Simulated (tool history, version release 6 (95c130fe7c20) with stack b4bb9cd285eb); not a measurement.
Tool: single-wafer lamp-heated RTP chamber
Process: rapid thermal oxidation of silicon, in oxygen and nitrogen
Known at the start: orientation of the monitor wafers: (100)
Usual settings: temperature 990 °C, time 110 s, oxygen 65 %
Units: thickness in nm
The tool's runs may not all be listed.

run   hour  temperature  time  oxygen  wafers since the last listed run  wafers since the last pyrometer calibration  hours since the oxygen flow controller was replaced  hours since the gauge calibration  read-back reference wafer on the same gauge, thickness  thickness
  1    0.0         1004   110      65                                 0                                         5701                                               2949.8                              192.6                                                   4.652      6.690
  2   16.6         1004   110      65                               154                                         5855                                               2966.4                              209.2                                                   4.651      6.697
  3   25.3          990   110      87                                80                                         5936                                               2975.1                              217.9                                                   4.650      6.671
  4   36.0          990   110      87                                99                                         6035                                               2985.8                              228.6                                                   4.652      6.670
  5   50.7          990   110      65                               136                                         6172                                               3000.5                              243.3                                                   4.655      6.010
  6   57.9          990   110      65                                66                                         6238                                               3007.7                              250.5                                                   4.651      6.037
  7   70.8          990   110      65                               119                                         6358                                               3020.6                              263.4                                                   4.650      6.051
  8   84.5          990   110      65                               127                                         6485                                               3034.3                              277.1                                                   4.652      6.045
  9   95.3          990   110      65                               100                                         6585                                               3045.1                              287.9                                                   4.651      6.084
 10  112.7          990   110      65                               161                                         6747                                               3062.5                              305.3                                                   4.656      6.072
 11  122.3          990   110      65                                89                                         6836                                               3072.1                              314.9                                                   4.650      6.079
     131.9  -- gauge calibrated
 12  169.1          990   110      65                               434                                         7270                                               3118.9                               37.2                                                   4.655      6.112
 13  184.1          990    68      65                               139                                         7410                                               3133.9                               52.2                                                   4.652      4.941
 14  195.0          990    68      65                               101                                         7511                                               3144.8                               63.1                                                   4.652      4.944
 15  209.1          990   110      65                               130                                         7642                                               3158.9                               77.2                                                   4.643      6.133
 16  217.9          990    57      55                                81                                         7723                                               3167.7                               86.0                                                   4.647      4.343
     236.9  -- pyrometer window cleaned and pyrometer calibrated
 17  237.4          974   144      48                               106                                            4                                               3187.2                              105.5                                                   4.646      5.171
 18  243.5          990   110      65                                56                                           60                                               3193.3                              111.6                                                   4.647      5.728
 19  252.9         1000    62      41                                87                                          148                                               3202.7                              121.0                                                   4.646      4.130
 20  265.1          990   110      65                               113                                          261                                               3214.9                              133.2                                                   4.647      5.725
 21  273.2          976    94      91                                75                                          336                                               3223.0                              141.3                                                   4.647      5.431
     286.2  -- oxygen flow controller replaced
 22  289.3         1009    66      40                                75                                          411                                                  3.1                              157.4                                                   4.644      4.465
 23  301.5         1003    55      76                               113                                          524                                                 15.3                              169.6                                                   4.653      4.958
 24  312.4         1003   131      46                               101                                          626                                                 26.2                              180.5                                                   4.647      6.050
 25  318.6          990   110      65                                57                                          683                                                 32.4                              186.7                                                   4.649      5.769
 26  325.6          990   110      56                                64                                          748                                                 39.4                              193.7                                                   4.651      5.496
 27  335.7         1014   127      65                                93                                          842                                                 49.5                              203.8                                                   4.649      7.352
 28  343.6         1006   144      45                                73                                          915                                                 57.4                              211.7                                                   4.652      6.461
 29  355.5          990   110      65                               110                                         1026                                                 69.3                              223.6                                                   4.653      5.786
 30  369.6          990   110      65                               130                                         1157                                                 83.4                              237.7                                                   4.650      5.795
 31  375.8         1006    78      47                                57                                         1214                                                 89.6                              243.9                                                   4.654      5.005

How the hidden state differs across the entries between the runs, from the last listed run before each to the first after it:
Between runs 11 and 12: gauge calibrated (hour 131.9)
  true wafer temperature minus pyrometer reading, K: 9.26 -> 9.77
  measured less the result without the state, thickness: +0.402 -> +0.425 nm
Between runs 16 and 17: pyrometer window cleaned and pyrometer calibrated (hour 236.9)
  true wafer temperature minus pyrometer reading, K: 10.3 -> 1.44
  measured less the result without the state, thickness: +0.299 -> +0.055 nm
Between runs 21 and 22: oxygen flow controller replaced (hour 286.2)
  true wafer temperature minus pyrometer reading, K: 1.83 -> 2.01
  measured less the result without the state, thickness: +0.074 -> +0.061 nm

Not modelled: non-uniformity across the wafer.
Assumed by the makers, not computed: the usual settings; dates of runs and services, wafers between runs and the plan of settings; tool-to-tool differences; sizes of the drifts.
